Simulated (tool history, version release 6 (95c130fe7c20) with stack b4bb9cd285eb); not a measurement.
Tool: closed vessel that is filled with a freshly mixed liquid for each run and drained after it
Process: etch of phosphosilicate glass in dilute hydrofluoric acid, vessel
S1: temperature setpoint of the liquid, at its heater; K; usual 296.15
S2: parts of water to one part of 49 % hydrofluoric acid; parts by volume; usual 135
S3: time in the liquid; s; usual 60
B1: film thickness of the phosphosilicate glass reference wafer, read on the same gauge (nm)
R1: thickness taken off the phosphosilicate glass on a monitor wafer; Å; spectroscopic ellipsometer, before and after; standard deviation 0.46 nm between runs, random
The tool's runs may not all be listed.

run,hour,S1,S2,S3,B1,R1
1,0.0,296.15,135,60,150.00,618.9
2,65.1,296.15,135,60,150.00,629.6
3,132.4,294.65,135,60,150.01,594.7
4,425.7,294.65,135,60,150.04,602.9
5,493.8,294.65,135,60,150.01,610.7
6,601.0,296.15,135,60,150.03,651.0
7,641.5,296.15,135,60,150.00,645.9
8,727.1,296.15,135,60,150.01,649.3
9,769.5,299.15,90,60,149.97,1167.6
10,860.0,296.15,155,60,149.97,555.9
11,941.2,296.15,155,60,150.02,559.9
12,1007.3,293.15,195,90,149.97,571.7
13,1049.9,296.15,135,30,150.02,329.8
14,1147.5,298.65,155,30,149.99,309.5
# hour 1158.6: thermometer replaced
15,1230.8,300.65,185,60,150.02,542.4
# hour 1270.6: hydrofluoric acid flow meter replaced
16,1276.7,296.15,135,60,149.99,598.5
17,1376.0,296.15,95,60,149.98,903.2
# hour 1459.3: gauge calibrated
18,1476.0,292.65,205,85,150.02,457.7
19,1582.9,296.15,95,60,149.95,920.4
20,1642.5,296.15,135,60,150.00,611.8
21,1747.7,298.65,75,30,150.05,657.9
22,1823.3,296.15,135,60,149.99,620.7
23,1929.3,291.65,115,60,150.00,619.5

5 options for the next run, each taken on its own from the tool as it stands now. Forecast them:
A,1930.0,296.15,135,60,?,?
B,1930.0,299.65,85,60,?,?
C,1930.0,292.65,170,60,?,?
D,1930.0,294.65,195,75,?,?
E,1930.0,291.15,175,45,?,?

run,B1,R1
A,150.00,627.6
B,150.00,1214.0
C,150.00,418.7
D,150.00,481.3
E,150.00,286.0
The same runs, with their run-to-run variation unchanged, on a tool lacking any hidden condition would have given:
run,R1
A,603.4
B,1168.6
C,402.3
D,462.0
E,274.8

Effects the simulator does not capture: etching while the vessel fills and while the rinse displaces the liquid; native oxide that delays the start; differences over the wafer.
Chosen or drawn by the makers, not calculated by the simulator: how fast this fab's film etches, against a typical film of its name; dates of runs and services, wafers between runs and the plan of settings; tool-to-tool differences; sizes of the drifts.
